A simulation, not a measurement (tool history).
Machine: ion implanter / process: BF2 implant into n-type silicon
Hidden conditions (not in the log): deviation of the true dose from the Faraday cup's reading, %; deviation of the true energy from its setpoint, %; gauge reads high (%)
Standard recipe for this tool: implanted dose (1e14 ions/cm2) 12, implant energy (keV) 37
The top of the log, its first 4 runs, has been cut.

| run | day | implanted dose (1e14 ions/cm2) | implant energy (keV) | wafers since the last listed run | hours since the last dose calibration | hours since the extraction supply was calibrated | hours since the gauge calibration | read-back reference wafer on the same gauge, sheet resistance | sheet resistance of the implanted and annealed layer (ohm/square) |
|---|---|---|---|---|---|---|---|---|---|
| 5 | 4.062 | 12 | 37 | 828 | 785.2 | 3141.9 | 209.6 | 141.82 | 127.12 |
| 6 | 5.108 | 12 | 47 | 592 | 810.3 | 3167 | 234.7 | 141.85 | 117.4 |
| 7 | 6.05 | 12 | 47 | 533 | 832.9 | 3189.6 | 257.3 | 142 | 118.32 |
| 8 | 6.8 | 12 | 47 | 424 | 850.9 | 3207.6 | 275.3 | 142.14 | 117.53 |
| 9 | 7.3 | 12 | 37 | 283 | 862.9 | 3219.6 | 287.3 | 142.29 | 127.69 |
| 10 | 8.183 | 12 | 37 | 500 | 884.1 | 3240.8 | 308.5 | 142.4 | 127.78 |
| 11 | 9.562 | 12 | 37 | 780 | 917.2 | 3273.9 | 341.6 | 142.7 | 128.02 |
| 12 | 10.554 | 12 | 37 | 561 | 941 | 3297.7 | 365.4 | 142.88 | 128.31 |
| 13 | 11.8 | 12 | 37 | 705 | 970.9 | 3327.6 | 395.3 | 143.07 | 128.2 |
| 14 | 12.608 | 12 | 37 | 457 | 990.3 | 3347 | 414.7 | 143.37 | 128.64 |
| 15 | 13.204 | 12 | 37 | 337 | 1004.6 | 3361.3 | 429 | 143.42 | 129.39 |
| 16 | 14.379 | 13.48 | 37 | 665 | 1032.8 | 3389.5 | 457.2 | 143.73 | 123.35 |
| 17 | 15 | 12 | 37 | 351 | 1047.7 | 3404.4 | 472.1 | 143.94 | 129.18 |
|  | 15.425 | gauge calibrated |
| 18 | 15.808 | 10.2 | 43 | 457 | 1067.1 | 3423.8 | 9.2 | 141.01 | 130.01 |
| 19 | 17.029 | 13.21 | 47 | 691 | 1096.4 | 3453.1 | 38.5 | 141.01 | 111.83 |
| 20 | 18.188 | 15.22 | 33 | 655 | 1124.2 | 3480.9 | 66.3 | 141.11 | 123.71 |
| 21 | 19.3 | 9.31 | 37 | 629 | 1150.9 | 3507.6 | 93 | 141.02 | 143.65 |
| 22 | 22.392 | 13.82 | 42 | 1750 | 1225.1 | 3581.8 | 167.2 | 141.41 | 114.57 |
|  | 22.812 | Faraday cup replaced and dose calibrated |
| 23 | 22.946 | 12 | 37 | 125 | 3.2 | 3595.1 | 180.5 | 141.49 | 126.86 |
|  | 23.592 | extraction supply calibrated |
| 24 | 23.612 | 10.87 | 33.5 | 188 | 19.2 | 0.5 | 196.5 | 141.47 | 137.24 |
| 25 | 25.938 | 14.09 | 46 | 1316 | 75 | 56.3 | 252.3 | 141.7 | 110.11 |
| 26 | 26.446 | 15.15 | 33.5 | 287 | 87.2 | 68.5 | 264.5 | 141.7 | 123.52 |
| 27 | 27.179 | 11 | 30.5 | 415 | 104.8 | 86.1 | 282.1 | 142 | 141.34 |
| 28 | 28.138 | 12 | 37 | 542 | 127.8 | 109.1 | 305.1 | 142.19 | 127.83 |

What does the tool deliver on the next run?
| 29 | 29.208 | 12 | 37 | 606 | 153.5 | 134.8 | 330.8 | ? | ? |

Run 29 gave read-back reference wafer on the same gauge, sheet resistance 142.29, sheet resistance of the implanted and annealed layer (ohm/square) 127.28.
Minus the tool's unlogged condition, the same run would have read sheet resistance of the implanted and annealed layer (ohm/square) 126.09.
